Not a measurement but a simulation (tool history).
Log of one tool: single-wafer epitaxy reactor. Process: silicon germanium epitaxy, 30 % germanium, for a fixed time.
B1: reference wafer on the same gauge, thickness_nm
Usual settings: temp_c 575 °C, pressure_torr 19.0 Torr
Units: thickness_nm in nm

{"run": 1, "hour": 0.0, "temp_c": 575, "pressure_torr": 19.0, "B1": 36.666, "thickness_nm": 31.111}
{"run": 2, "hour": 13.5, "temp_c": 575, "pressure_torr": 19.0, "B1": 36.722, "thickness_nm": 30.767}
{"run": 3, "hour": 21.9, "temp_c": 585, "pressure_torr": 19.0, "B1": 36.638, "thickness_nm": 36.254}
{"run": 4, "hour": 37.9, "temp_c": 575, "pressure_torr": 19.0, "B1": 36.677, "thickness_nm": 30.722}
{"run": 5, "hour": 55.9, "temp_c": 575, "pressure_torr": 19.0, "B1": 36.676, "thickness_nm": 30.544}
{"run": 6, "hour": 67.0, "temp_c": 575, "pressure_torr": 19.0, "B1": 36.675, "thickness_nm": 30.822}
{"run": 7, "hour": 83.2, "temp_c": 575, "pressure_torr": 19.0, "B1": 36.69, "thickness_nm": 30.314}
{"run": 8, "hour": 96.6, "temp_c": 575, "pressure_torr": 19.0, "B1": 36.675, "thickness_nm": 30.443}
{"run": 9, "hour": 103.8, "temp_c": 575, "pressure_torr": 19.0, "B1": 36.657, "thickness_nm": 30.184}
{"hour": 126.8, "done": "capacitance manometer re-zeroed and calibrated"}
{"hour": 127.2, "done": "pyrometer calibrated"}
{"run": 10, "hour": 127.7, "temp_c": 575, "pressure_torr": 19.0, "B1": 36.719, "thickness_nm": 32.914}
{"run": 11, "hour": 132.3, "temp_c": 580, "pressure_torr": 19.0, "B1": 36.705, "thickness_nm": 35.773}
{"hour": 152.2, "done": "showerhead replaced"}
{"run": 12, "hour": 152.7, "temp_c": 575, "pressure_torr": 19.0, "B1": 36.705, "thickness_nm": 32.414}
{"run": 13, "hour": 163.4, "temp_c": 575, "pressure_torr": 19.0, "B1": 36.688, "thickness_nm": 33.031}
{"run": 14, "hour": 169.8, "temp_c": 575, "pressure_torr": 19.0, "B1": 36.695, "thickness_nm": 32.686}
{"run": 15, "hour": 188.4, "temp_c": 575, "pressure_torr": 19.0, "B1": 36.656, "thickness_nm": 32.477}
{"run": 16, "hour": 196.7, "temp_c": 575, "pressure_torr": 17.0, "B1": 36.739, "thickness_nm": 31.467}
{"run": 17, "hour": 207.7, "temp_c": 575, "pressure_torr": 19.0, "B1": 36.71, "thickness_nm": 32.316}
{"hour": 214.3, "done": "gauge calibrated"}
{"run": 18, "hour": 225.6, "temp_c": 589, "pressure_torr": 15.1, "B1": 36.703, "thickness_nm": 38.206}
{"run": 19, "hour": 232.1, "temp_c": 590, "pressure_torr": 20.4, "B1": 36.697, "thickness_nm": 43.226}
{"run": 20, "hour": 242.8, "temp_c": 590, "pressure_torr": 23.1, "B1": 36.653, "thickness_nm": 44.57}
{"run": 21, "hour": 250.1, "temp_c": 566, "pressure_torr": 19.0, "B1": 36.697, "thickness_nm": 27.59}
{"run": 22, "hour": 265.0, "temp_c": 575, "pressure_torr": 19.0, "B1": 36.755, "thickness_nm": 32.445}
{"run": 23, "hour": 280.8, "temp_c": 590, "pressure_torr": 23.2, "B1": 36.733, "thickness_nm": 44.822}
{"run": 24, "hour": 297.3, "temp_c": 584, "pressure_torr": 23.4, "B1": 36.672, "thickness_nm": 40.415}
{"run": 25, "hour": 311.4, "temp_c": 567, "pressure_torr": 16.1, "B1": 36.7, "thickness_nm": 26.568}
{"run": 26, "hour": 329.1, "temp_c": 575, "pressure_torr": 19.0, "B1": 36.683, "thickness_nm": 32.161}
{"run": 27, "hour": 345.6, "temp_c": 582, "pressure_torr": 21.3, "B1": 36.699, "thickness_nm": 37.434}
{"run": 28, "hour": 357.8, "temp_c": 563, "pressure_torr": 17.7, "B1": 36.71, "thickness_nm": 25.612}
{"run": 29, "hour": 366.0, "temp_c": 575, "pressure_torr": 19.0, "B1": 36.664, "thickness_nm": 32.186}
{"run": 30, "hour": 381.0, "temp_c": 561, "pressure_torr": 23.4, "B1": 36.683, "thickness_nm": 27.095}
{"run": 31, "hour": 396.9, "temp_c": 589, "pressure_torr": 19.0, "B1": 36.622, "thickness_nm": 40.63}
{"run": 32, "hour": 404.2, "temp_c": 575, "pressure_torr": 23.6, "B1": 36.65, "thickness_nm": 34.614}
{"run": 33, "hour": 412.6, "temp_c": 582, "pressure_torr": 16.5, "B1": 36.729, "thickness_nm": 34.229}
{"run": 34, "hour": 422.9, "temp_c": 575, "pressure_torr": 19.0, "B1": 36.693, "thickness_nm": 32.134}
{"run": 35, "hour": 438.2, "temp_c": 575, "pressure_torr": 19.0, "B1": 36.679, "thickness_nm": 32.016}

The tool's hidden state at each run:
true pressure above the setpoint (%): 0 in every run
gauge reads high (%): 0 in every run
H1: wafer temperature above the value expected at the setpoint (K)
run=1 H1=-4.28
run=2 H1=-4.35
run=3 H1=-4.4
run=4 H1=-4.49
run=5 H1=-4.58
run=6 H1=-4.64
run=7 H1=-4.73
run=8 H1=-4.81
run=9 H1=-4.84
run=10 H1=-0.459
run=11 H1=-0.484
run=12 H1=-0.595
run=13 H1=-0.653
run=14 H1=-0.688
run=15 H1=-0.789
run=16 H1=-0.835
run=17 H1=-0.894
run=18 H1=-0.992
run=19 H1=-1.03
run=20 H1=-1.09
run=21 H1=-1.13
run=22 H1=-1.21
run=23 H1=-1.29
run=24 H1=-1.38
run=25 H1=-1.46
run=26 H1=-1.55
run=27 H1=-1.64
run=28 H1=-1.71
run=29 H1=-1.76
run=30 H1=-1.84
run=31 H1=-1.92
run=32 H1=-1.96
run=33 H1=-2.01
run=34 H1=-2.07
run=35 H1=-2.15

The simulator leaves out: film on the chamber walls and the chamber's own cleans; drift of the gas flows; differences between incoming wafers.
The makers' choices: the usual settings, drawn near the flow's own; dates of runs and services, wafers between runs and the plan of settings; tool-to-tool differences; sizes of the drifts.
